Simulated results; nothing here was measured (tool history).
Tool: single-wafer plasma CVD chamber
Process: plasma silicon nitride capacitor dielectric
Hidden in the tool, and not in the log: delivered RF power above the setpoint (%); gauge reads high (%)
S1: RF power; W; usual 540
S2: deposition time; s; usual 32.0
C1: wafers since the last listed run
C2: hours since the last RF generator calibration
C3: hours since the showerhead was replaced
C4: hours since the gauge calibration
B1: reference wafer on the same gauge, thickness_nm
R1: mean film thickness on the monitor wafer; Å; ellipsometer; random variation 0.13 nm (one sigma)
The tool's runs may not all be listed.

Run 1, hour 0.0: usual settings; C1 0; C2 846.6; C3 4988.8; C4 31.6; B1 49.203. Result: R1 440.84 Å.
Run 2, hour 22.2: usual settings; C1 554; C2 868.8; C3 5011.0; C4 53.8; B1 49.244. Result: R1 442.67 Å.
Run 3, hour 40.2: usual settings; C1 449; C2 886.8; C3 5029.0; C4 71.8; B1 49.208. Result: R1 441.17 Å.
Run 4, hour 63.1: usual settings; C1 571; C2 909.7; C3 5051.9; C4 94.7; B1 49.230. Result: R1 442.00 Å.
Run 5, hour 88.7: usual settings but S2 36.1 s; C1 639; C2 935.3; C3 5077.5; C4 120.3; B1 49.202. Result: R1 497.54 Å.
Run 6, hour 118.2: usual settings but S2 36.1 s; C1 736; C2 964.8; C3 5107.0; C4 149.8; B1 49.218. Result: R1 495.13 Å.
Run 7, hour 137.3: usual settings but S2 36.1 s; C1 477; C2 983.9; C3 5126.1; C4 168.9; B1 49.169. Result: R1 496.37 Å.
Run 8, hour 155.6: usual settings; C1 457; C2 1002.2; C3 5144.4; C4 187.2; B1 49.237. Result: R1 439.97 Å.
Run 9, hour 174.5: usual settings; C1 472; C2 1021.1; C3 5163.3; C4 206.1; B1 49.275. Result: R1 441.08 Å.
Run 10, hour 193.7: usual settings; C1 479; C2 1040.3; C3 5182.5; C4 225.3; B1 49.222. Result: R1 439.83 Å.
Run 11, hour 223.1: usual settings; C1 734; C2 1069.7; C3 5211.9; C4 254.7; B1 49.175. Result: R1 439.45 Å.
Run 12, hour 255.7: usual settings; C1 814; C2 1102.3; C3 5244.5; C4 287.3; B1 49.247. Result: R1 439.60 Å.
Run 13, hour 278.3: usual settings but S2 27.1 s; C1 564; C2 1124.9; C3 5267.1; C4 309.9; B1 49.230. Result: R1 370.66 Å.
Run 14, hour 307.3: usual settings but S2 27.1 s; C1 724; C2 1153.9; C3 5296.1; C4 338.9; B1 49.211. Result: R1 372.36 Å.
Run 15, hour 323.6: usual settings but S1 570 W, S2 27.1 s; C1 407; C2 1170.2; C3 5312.4; C4 355.2; B1 49.207. Result: R1 376.74 Å.
At hour 354.5: showerhead replaced, of another model than before.
Run 16, hour 429.4: usual settings but S1 570 W, S2 27.1 s; C1 2442; C2 1276.0; C3 74.9; C4 461.0; B1 49.238. Result: R1 377.96 Å.
Run 17, hour 450.5: usual settings but S1 570 W, S2 27.1 s; C1 526; C2 1297.1; C3 96.0; C4 482.1; B1 49.223. Result: R1 376.01 Å.
Run 18, hour 485.3: usual settings; C1 869; C2 1331.9; C3 130.8; C4 516.9; B1 49.207. Result: R1 443.94 Å.
Run 19, hour 498.2: usual settings but S1 630 W, S2 37.5 s; C1 322; C2 1344.8; C3 143.7; C4 529.8; B1 49.144. Result: R1 531.39 Å.
Run 20, hour 527.5: usual settings but S2 37.9 s; C1 731; C2 1374.1; C3 173.0; C4 559.1; B1 49.230. Result: R1 522.64 Å.
Run 21, hour 539.8: usual settings but S1 630 W; C1 307; C2 1386.4; C3 185.3; C4 571.4; B1 49.172. Result: R1 454.67 Å.
At hour 557.1: RF generator calibrated.
Run 22, hour 566.6: usual settings but S2 26.6 s; C1 469; C2 9.5; C3 212.1; C4 598.2; B1 49.204. Result: R1 371.69 Å.
Run 23, hour 593.4: usual settings but S1 580 W; C1 669; C2 36.3; C3 238.9; C4 625.0; B1 49.182. Result: R1 455.38 Å.
At hour 602.1: gauge calibrated.
Run 24, hour 609.2: usual settings but S1 440 W, S2 37.7 s; C1 394; C2 52.1; C3 254.7; C4 7.1; B1 49.228. Result: R1 512.40 Å.
Run 25, hour 632.6: usual settings but S1 580 W; C1 584; C2 75.5; C3 278.1; C4 30.5; B1 49.165. Result: R1 450.87 Å.
Run 26, hour 649.0: usual settings but S1 510 W, S2 30.3 s; C1 409; C2 91.9; C3 294.5; C4 46.9; B1 49.238. Result: R1 419.03 Å.
Run 27, hour 668.6: usual settings but S1 630 W, S2 25.7 s; C1 489; C2 111.5; C3 314.1; C4 66.5; B1 49.190. Result: R1 370.57 Å.
Run 28, hour 696.1: usual settings but S1 480 W, S2 36.3 s; C1 686; C2 139.0; C3 341.6; C4 94.0; B1 49.249. Result: R1 497.27 Å.
Run 29, hour 716.9: usual settings; C1 519; C2 159.8; C3 362.4; C4 114.8; B1 49.214. Result: R1 446.30 Å.
Run 30, hour 730.3: usual settings; C1 334; C2 173.2; C3 375.8; C4 128.2; B1 49.262. Result: R1 446.88 Å.
Run 31, hour 746.6: usual settings; C1 407; C2 189.5; C3 392.1; C4 144.5; B1 49.244. Result: R1 444.76 Å.
Run 32, hour 773.7: usual settings but S1 645 W, S2 35.6 s; C1 676; C2 216.6; C3 419.2; C4 171.6; B1 49.223. Result: R1 513.11 Å.
Run 33, hour 874.2: usual settings; C1 2510; C2 317.1; C3 519.7; C4 272.1; B1 49.196. Result: R1 445.78 Å.
Run 34, hour 898.5: usual settings; C1 606; C2 341.4; C3 544.0; C4 296.4; B1 49.267. Result: R1 446.91 Å.

Hidden state at the last listed run before each entry between runs and at the first one after, where it differs:
Between runs 15 and 16: showerhead replaced, of another model than before (hour 354.5)
  delivered RF power above the setpoint (%): -7.08 -> -7.68
  measured less the result without the state, R1: -7.68 -> -5.21 Å
Between runs 21 and 22: RF generator calibrated (hour 557.1)
  delivered RF power above the setpoint (%): -8.31 -> -0.468
  measured less the result without the state, R1: -6.80 -> -0.30 Å
Between runs 23 and 24: gauge calibrated (hour 602.1)
  delivered RF power above the setpoint (%): -0.621 -> -0.711
  measured less the result without the state, R1: -0.49 -> -0.63 Å
